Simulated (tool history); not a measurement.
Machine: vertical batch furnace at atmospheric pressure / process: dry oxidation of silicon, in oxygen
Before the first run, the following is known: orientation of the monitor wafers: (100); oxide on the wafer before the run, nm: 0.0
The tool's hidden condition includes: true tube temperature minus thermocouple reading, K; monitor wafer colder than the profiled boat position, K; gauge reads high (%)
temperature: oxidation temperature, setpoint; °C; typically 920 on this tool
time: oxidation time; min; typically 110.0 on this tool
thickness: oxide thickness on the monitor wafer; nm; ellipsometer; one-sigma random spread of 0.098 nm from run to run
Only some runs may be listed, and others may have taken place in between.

run	hour	temperature	time	wafers since the last listed run	hours since the last temperature calibration	hours since the boat lift was adjusted	hours since the gauge calibration	read-back reference wafer on the same gauge, thickness	thickness
1	0.0	935	147.5	0	2866.8	4133.3	813.5	26.30	47.08
2	72.0	935	147.5	629	2938.8	4205.3	885.5	26.30	47.12
3	97.2	920	84.5	220	2964.0	4230.5	910.7	26.30	27.33
4	134.9	920	84.5	329	3001.7	4268.2	948.4	26.31	27.15
5	166.5	920	84.5	276	3033.3	4299.8	980.0	26.31	27.23
6	191.3	928	128.0	216	3058.1	4324.6	1004.8	26.31	39.32
7	216.6	928	128.0	221	3083.4	4349.9	1030.1	26.29	39.31
8	280.3	928	128.0	556	3147.1	4413.6	1093.8	26.30	39.42
9	306.4	920	110.0	228	3173.2	4439.7	1119.9	26.29	32.41
10	362.6	920	110.0	491	3229.4	4495.9	1176.1	26.29	32.44
11	410.9	920	110.0	422	3277.7	4544.2	1224.4	26.28	32.45
12	469.3	920	110.0	510	3336.1	4602.6	1282.8	26.30	32.34
13	500.5	920	110.0	272	3367.3	4633.8	1314.0	26.30	32.40
# hour 543.1: thermocouples replaced and temperature profile calibrated
14	557.8	936	110.0	291	14.7	4691.1	1371.3	26.29	36.23
15	685.7	911	89.5	1118	142.6	4819.0	1499.2	26.29	24.43
# hour 736.9: boat lift adjusted
16	876.2	933	110.0	1455	333.1	139.3	1689.7	26.28	37.07
17	909.8	940	110.0	293	366.7	172.9	1723.3	26.31	39.97
18	972.1	911	65.5	544	429.0	235.2	1785.6	26.30	20.99
19	1007.1	920	110.0	305	464.0	270.2	1820.6	26.31	32.65
20	1041.3	920	110.0	298	498.2	304.4	1854.8	26.30	32.59
21	1095.2	903	149.0	471	552.1	358.3	1908.7	26.30	33.93
22	1162.9	895	110.0	591	619.8	426.0	1976.4	26.30	25.22
23	1229.0	920	110.0	577	685.9	492.1	2042.5	26.30	32.76
24	1293.9	929	84.0	567	750.8	557.0	2107.4	26.32	29.77
# hour 1335.1: gauge calibrated
25	1361.5	920	110.0	590	818.4	624.6	26.4	26.28	32.73
26	1394.0	905	128.0	284	850.9	657.1	58.9	26.30	31.17
27	1429.8	920	110.0	312	886.7	692.9	94.7	26.28	32.91
28	1477.4	911	136.5	416	934.3	740.5	142.3	26.32	34.87
29	1523.0	920	129.5	398	979.9	786.1	187.9	26.30	36.60
30	1570.4	932	142.0	414	1027.3	833.5	235.3	26.32	44.67
31	1634.9	927	161.5	563	1091.8	898.0	299.8	26.30	46.63
32	1688.6	920	110.0	469	1145.5	951.7	353.5	26.29	33.03
33	1754.7	931	158.0	577	1211.6	1017.8	419.6	26.31	47.91

What was the tool's hidden state at every run in the log?
gauge reads high (%): 0 at every run
H1: true tube temperature minus thermocouple reading, K
H2: monitor wafer colder than the profiled boat position, K
run	H1	H2
1	5.08	3.68
2	5.11	3.79
3	5.12	3.83
4	5.13	3.88
5	5.15	3.93
6	5.15	3.97
7	5.16	4.01
8	5.18	4.11
9	5.19	4.15
10	5.21	4.25
11	5.22	4.32
12	5.24	4.42
13	5.25	4.47
14	0.1	4.57
15	0.543	4.79
16	1.13	0.349
17	1.22	0.351
18	1.39	0.356
19	1.48	0.359
20	1.57	0.363
21	1.7	0.369
22	1.86	0.379
23	2	0.39
24	2.14	0.402
25	2.27	0.416
26	2.34	0.424
27	2.4	0.433
28	2.49	0.445
29	2.57	0.458
30	2.65	0.472
31	2.75	0.492
32	2.84	0.51
33	2.93	0.533

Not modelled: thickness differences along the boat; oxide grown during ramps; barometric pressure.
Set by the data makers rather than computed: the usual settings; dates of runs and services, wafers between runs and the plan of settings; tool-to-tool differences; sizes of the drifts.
